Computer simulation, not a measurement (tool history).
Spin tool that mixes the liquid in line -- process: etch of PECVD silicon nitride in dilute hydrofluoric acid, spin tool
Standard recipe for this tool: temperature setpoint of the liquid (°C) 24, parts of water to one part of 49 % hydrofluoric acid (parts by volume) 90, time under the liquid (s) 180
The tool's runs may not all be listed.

run   hour  temperature setpoint of the liquid (°C)  parts of water to one part of 49 % hydrofluoric acid (parts by volume)  time under the liquid (s)  wafers since the last listed run  hours since the thermometer was replaced  hours since the hydrofluoric acid flow meter was replaced  hours since the gauge calibration  read-back film thickness of the PECVD silicon nitride reference wafer, read on the same gauge (nm)  thickness taken off the PECVD silicon nitride on a monitor wafer (nm)
  1      0                                       24                                                                      90                        180                                 0                                     326.8                                                      805.4                              259.6                                                                                              89.982                                                                  4.033
  2   46.5                                       24                                                                      90                        180                               321                                     373.3                                                      851.9                              306.1                                                                                              90.007                                                                  4.029
  3     74                                       24                                                                      90                        180                               189                                     400.8                                                      879.4                              333.6                                                                                              89.973                                                                  4.024
  4  141.3                                       27                                                                      90                        180                               464                                     468.1                                                      946.7                              400.9                                                                                              89.988                                                                  4.889
  5  211.4                                       24                                                                      90                        180                               483                                     538.2                                                     1016.8                                471                                                                                              89.971                                                                  4.026
  6  245.6                                       24                                                                      90                        180                               236                                     572.4                                                       1051                              505.2                                                                                              89.994                                                                  3.983
  7  280.3                                       24                                                                      90                        180                               239                                     607.1                                                     1085.7                              539.9                                                                                              89.976                                                                  3.983
  8  326.2                                       24                                                                      90                        145                               316                                       653                                                     1131.6                              585.8                                                                                              89.974                                                                  3.188
  9  351.6                                       24                                                                      90                        180                               175                                     678.4                                                       1157                              611.2                                                                                              89.969                                                                  4.004
     367.7  -- gauge calibrated
 10  393.9                                       24                                                                      90                        180                               292                                     720.7                                                     1199.3                               26.2                                                                                              89.996                                                                  3.955
 11  458.2                                       24                                                                      90                        180                               443                                       785                                                     1263.6                               90.5                                                                                              90.006                                                                  3.935
 12  500.4                                       24                                                                      90                        180                               291                                     827.2                                                     1305.8                              132.7                                                                                              90.001                                                                  3.949
 13  569.8                                       24                                                                      90                        180                               479                                     896.6                                                     1375.2                              202.1                                                                                              89.995                                                                  3.901
 14  618.1                                       24                                                                      70                        270                               333                                     944.9                                                     1423.5                              250.4                                                                                              90.016                                                                  7.475
 15  676.5                                       24                                                                      90                        180                               403                                    1003.3                                                     1481.9                              308.8                                                                                              90.016                                                                    3.9
 16  710.3                                     22.5                                                                     115                        180                               233                                    1037.1                                                     1515.7                              342.6                                                                                               90.01                                                                   2.77
 17  775.6                                       24                                                                     125                        270                               450                                    1102.4                                                       1581                              407.9                                                                                              89.985                                                                  4.228
     802.1  -- thermometer replaced
 18  805.7                                       24                                                                      90                        105                               200                                       3.6                                                     1611.1                                438                                                                                              90.028                                                                  2.399

The next listed run, before its measurement:
     837.6  -- hydrofluoric acid flow meter replaced
 19  857.1                                       24                                                                      90                        180                               347                                        55                                                       19.5                              489.4                                                                                                   ?                                                                      ?

read-back film thickness of the PECVD silicon nitride reference wafer, read on the same gauge (nm): 90.006
thickness taken off the PECVD silicon nitride on a monitor wafer (nm): 4.101
With the hidden condition absent and the run-to-run variation left alone, this run would have shown thickness taken off the PECVD silicon nitride on a monitor wafer (nm) 4.12.
